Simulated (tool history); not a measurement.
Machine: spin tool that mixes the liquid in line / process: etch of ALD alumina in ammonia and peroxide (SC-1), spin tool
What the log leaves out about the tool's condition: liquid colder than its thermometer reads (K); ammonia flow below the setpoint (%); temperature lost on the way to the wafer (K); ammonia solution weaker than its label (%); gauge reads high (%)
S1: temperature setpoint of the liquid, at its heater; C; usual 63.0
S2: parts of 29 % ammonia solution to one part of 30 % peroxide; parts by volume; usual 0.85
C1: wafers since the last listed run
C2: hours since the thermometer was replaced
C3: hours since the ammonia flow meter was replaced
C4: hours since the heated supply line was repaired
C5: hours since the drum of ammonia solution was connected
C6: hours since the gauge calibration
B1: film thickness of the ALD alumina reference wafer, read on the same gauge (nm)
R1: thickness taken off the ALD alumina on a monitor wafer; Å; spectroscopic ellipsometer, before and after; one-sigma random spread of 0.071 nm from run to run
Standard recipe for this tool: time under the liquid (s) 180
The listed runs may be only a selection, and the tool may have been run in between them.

run 1 day=0.000 | S1=55.5 S2=0.85 time_under_the_liquid_(s)=180 | C1=0 C2=2892.4 C3=1912.8 C4=2954.5 C5=248.4 C6=212.5 | B1=150.02 | R1=53.4
run 2 day=1.129 | S1=57.5 S2=0.85 time_under_the_liquid_(s)=180 | C1=195 C2=2919.5 C3=1939.9 C4=2981.6 C5=275.5 C6=239.6 | B1=150.00 | R1=59.7
run 3 day=1.967 | S1=57.5 S2=0.85 time_under_the_liquid_(s)=180 | C1=144 C2=2939.6 C3=1960.0 C4=3001.7 C5=295.6 C6=259.7 | B1=150.01 | R1=59.9
run 4 day=2.825 | S1=57.5 S2=0.85 time_under_the_liquid_(s)=180 | C1=148 C2=2960.2 C3=1980.6 C4=3022.3 C5=316.2 C6=280.3 | B1=150.00 | R1=59.2
run 5 day=4.100 | S1=58.0 S2=0.85 time_under_the_liquid_(s)=180 | C1=220 C2=2990.8 C3=2011.2 C4=3052.9 C5=346.8 C6=310.9 | B1=150.00 | R1=61.2
run 6 day=5.021 | S1=58.0 S2=0.85 time_under_the_liquid_(s)=180 | C1=159 C2=3012.9 C3=2033.3 C4=3075.0 C5=368.9 C6=333.0 | B1=150.02 | R1=61.1
-- day=5.275 ammonia flow meter replaced
-- day=5.704 new drum of ammonia solution connected
run 7 day=5.867 | S1=58.0 S2=0.85 time_under_the_liquid_(s)=180 | C1=131 C2=3033.2 C3=14.2 C4=3095.3 C5=3.9 C6=353.3 | B1=150.01 | R1=60.8
run 8 day=7.342 | S1=63.0 S2=1.05 time_under_the_liquid_(s)=180 | C1=255 C2=3068.6 C3=49.6 C4=3130.7 C5=39.3 C6=388.7 | B1=149.99 | R1=80.2
run 9 day=8.121 | S1=63.0 S2=1.05 time_under_the_liquid_(s)=180 | C1=134 C2=3087.3 C3=68.3 C4=3149.4 C5=58.0 C6=407.4 | B1=149.98 | R1=81.6
-- day=9.150 gauge calibrated
run 10 day=9.608 | S1=67.0 S2=1.10 time_under_the_liquid_(s)=235 | C1=257 C2=3123.0 C3=104.0 C4=3185.1 C5=93.7 C6=11.0 | B1=150.01 | R1=129.2
run 11 day=10.667 | S1=60.5 S2=0.85 time_under_the_liquid_(s)=95 | C1=183 C2=3148.4 C3=129.4 C4=3210.5 C5=119.1 C6=36.4 | B1=149.96 | R1=36.2
run 12 day=11.454 | S1=54.0 S2=0.85 time_under_the_liquid_(s)=120 | C1=136 C2=3167.3 C3=148.3 C4=3229.4 C5=138.0 C6=55.3 | B1=149.98 | R1=31.8
run 13 day=12.617 | S1=63.0 S2=0.85 time_under_the_liquid_(s)=105 | C1=201 C2=3195.2 C3=176.2 C4=3257.3 C5=165.9 C6=83.2 | B1=150.00 | R1=46.0
run 14 day=13.254 | S1=63.0 S2=0.85 time_under_the_liquid_(s)=125 | C1=110 C2=3210.5 C3=191.5 C4=3272.6 C5=181.2 C6=98.5 | B1=150.00 | R1=54.3
run 15 day=14.625 | S1=70.0 S2=0.85 time_under_the_liquid_(s)=95 | C1=237 C2=3243.4 C3=224.4 C4=3305.5 C5=214.1 C6=131.4 | B1=149.99 | R1=58.7
-- day=14.746 thermometer replaced
run 16 day=15.192 | S1=63.0 S2=0.85 time_under_the_liquid_(s)=70 | C1=90 C2=10.7 C3=238.0 C4=3319.1 C5=227.7 C6=145.0 | B1=150.03 | R1=35.1
run 17 day=16.079 | S1=63.0 S2=0.85 time_under_the_liquid_(s)=90 | C1=153 C2=32.0 C3=259.3 C4=3340.4 C5=249.0 C6=166.3 | B1=150.03 | R1=45.2
-- day=16.404 heated supply line repaired
run 18 day=16.858 | S1=63.0 S2=0.85 time_under_the_liquid_(s)=180 | C1=127 C2=50.7 C3=278.0 C4=10.9 C5=267.7 C6=185.0 | B1=150.00 | R1=108.4
run 19 day=17.538 | S1=63.0 S2=0.85 time_under_the_liquid_(s)=180 | C1=117 C2=67.0 C3=294.3 C4=27.2 C5=284.0 C6=201.3 | B1=150.01 | R1=107.5
run 20 day=18.300 | S1=63.0 S2=0.85 time_under_the_liquid_(s)=180 | C1=131 C2=85.3 C3=312.6 C4=45.5 C5=302.3 C6=219.6 | B1=149.98 | R1=105.9
run 21 day=21.562 | S1=54.0 S2=0.95 time_under_the_liquid_(s)=255 | C1=564 C2=163.6 C3=390.9 C4=123.8 C5=380.6 C6=297.9 | B1=149.98 | R1=94.7
run 22 day=22.992 | S1=63.0 S2=1.00 time_under_the_liquid_(s)=210 | C1=247 C2=197.9 C3=425.2 C4=158.1 C5=414.9 C6=332.2 | B1=150.03 | R1=125.4
run 23 day=23.700 | S1=70.0 S2=0.85 time_under_the_liquid_(s)=265 | C1=122 C2=214.9 C3=442.2 C4=175.1 C5=431.9 C6=349.2 | B1=149.98 | R1=219.6
run 24 day=24.867 | S1=58.5 S2=1.20 time_under_the_liquid_(s)=140 | C1=201 C2=242.9 C3=470.2 C4=203.1 C5=459.9 C6=377.2 | B1=149.99 | R1=66.1

Hidden state, per run?
ammonia flow below the setpoint (%): 0 at every run
ammonia solution weaker than its label (%): 0 at every run
gauge reads high (%): 0 at every run
H1: liquid colder than its thermometer reads (K)
H2: temperature lost on the way to the wafer (K)
run=1 H1=2.5 H2=4.04
run=2 H1=2.53 H2=4.07
run=3 H1=2.54 H2=4.09
run=4 H1=2.56 H2=4.12
run=5 H1=2.59 H2=4.15
run=6 H1=2.61 H2=4.18
run=7 H1=2.63 H2=4.2
run=8 H1=2.66 H2=4.24
run=9 H1=2.67 H2=4.26
run=10 H1=2.7 H2=4.3
run=11 H1=2.73 H2=4.33
run=12 H1=2.74 H2=4.35
run=13 H1=2.77 H2=4.38
run=14 H1=2.78 H2=4.4
run=15 H1=2.81 H2=4.43
run=16 H1=0.0104 H2=4.45
run=17 H1=0.0288 H2=4.47
run=18 H1=0.045 H2=1.05
run=19 H1=0.059 H2=1.07
run=20 H1=0.0749 H2=1.09
run=21 H1=0.142 H2=1.18
run=22 H1=0.172 H2=1.22
run=23 H1=0.187 H2=1.24
run=24 H1=0.211 H2=1.27
